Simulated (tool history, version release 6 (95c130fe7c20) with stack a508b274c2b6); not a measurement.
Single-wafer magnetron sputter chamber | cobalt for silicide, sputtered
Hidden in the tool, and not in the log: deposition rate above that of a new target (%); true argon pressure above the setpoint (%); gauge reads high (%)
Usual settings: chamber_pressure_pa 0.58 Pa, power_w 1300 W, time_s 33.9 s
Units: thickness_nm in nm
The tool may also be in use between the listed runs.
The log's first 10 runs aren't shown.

run,hour,chamber_pressure_pa,power_w,time_s,wafers since the last listed run,wafers on the sputter target,hours since the last manometer calibration,hours since the magnet pack was replaced,hours since the gauge calibration,"read-back reference wafer on the same gauge, thickness_nm",thickness_nm
# hour 527.8: sputter target and shields replaced
# hour 542.9: gauge calibrated
# hour 647.1: capacitance manometer re-zeroed and calibrated
11,647.6,0.58,1200,33.9,1964,1706,0.5,11300.6,104.7,21.058,19.223
12,682.3,0.58,1300,33.9,529,2236,35.2,11335.3,139.4,21.058,20.828
13,750.5,0.58,1300,33.9,1040,3277,103.4,11403.5,207.6,21.072,20.93
# hour 770.6: magnet pack replaced
14,804.7,0.58,1300,33.9,705,3982,157.6,34.1,261.8,21.082,20.833
15,830.7,0.58,1300,33.9,396,4379,183.6,60.1,287.8,21.066,20.818
16,929.5,0.58,1300,33.9,1507,5887,282.4,158.9,386.6,21.056,20.94
17,966.1,0.769,1600,36.6,558,6445,319,195.5,423.2,21.088,25.993
18,1035.9,0.787,1200,33.9,1065,7511,388.8,265.3,493,21.076,18.203
# hour 1065.7: sputter target and shields replaced
19,1066.2,0.58,1150,37.7,340,7,419.1,295.6,523.3,21.089,20.765
20,1110.1,0.58,1200,39.5,670,677,463,339.5,567.2,21.11,22.544
21,1162.7,0.762,1000,29,802,1480,515.6,392.1,619.8,21.083,13.227
22,1196.2,0.496,1400,30.3,511,1991,549.1,425.6,653.3,21.113,20.52
23,1238.8,0.399,1100,33.9,650,2641,591.7,468.2,695.9,21.096,18.79
24,1307.7,0.58,1550,40.7,1051,3693,660.6,537.1,764.8,21.121,29.545
25,1337.7,0.58,1500,28.8,457,4151,690.6,567.1,794.8,21.114,20.251
26,1405.1,0.396,1550,38.5,1028,5180,758,634.5,862.2,21.122,29.27
27,1438.4,0.444,1200,28.4,508,5688,791.3,667.8,895.5,21.139,16.772
28,1484.2,0.58,1300,33.9,699,6387,837.1,713.6,941.3,21.14,20.913
29,1522.6,0.58,1300,29.5,586,6973,875.5,752,979.7,21.163,18.154
30,1554.9,0.58,1300,33.9,492,7466,907.8,784.3,1012,21.132,21.031
31,1616.9,0.352,1050,29.4,946,8412,969.8,846.3,1074,21.16,15.755
# hour 1641.3: sputter target and shields replaced
32,1650.5,0.58,1300,33.9,390,140,1003.4,879.9,1107.6,21.182,20.876
33,1701.5,0.763,1100,30.8,778,918,1054.4,930.9,1158.6,21.205,15.46
34,1726.9,0.58,1300,33.9,387,1306,1079.8,956.3,1184,21.206,20.971
35,1794.4,0.58,1300,29.5,1030,2336,1147.3,1023.8,1251.5,21.216,18.19

Forecast each of these 4 alternatives for the next run:
A,1794.8,0.58,1300,35.7,6,2342,1147.7,1024.2,1251.9,?,?
B,1794.8,0.58,1400,38.8,6,2342,1147.7,1024.2,1251.9,?,?
C,1794.8,0.425,1300,36.2,6,2342,1147.7,1024.2,1251.9,?,?
D,1794.8,0.58,1300,27.5,6,2342,1147.7,1024.2,1251.9,?,?

run,"read-back reference wafer on the same gauge, thickness_nm",thickness_nm
A,21.215,22.102
B,21.215,25.777
C,21.215,23.344
D,21.215,17.025
Without the tool's hidden state the same runs would have given:
run,thickness_nm
A,21.985
B,25.64
C,23.22
D,16.935
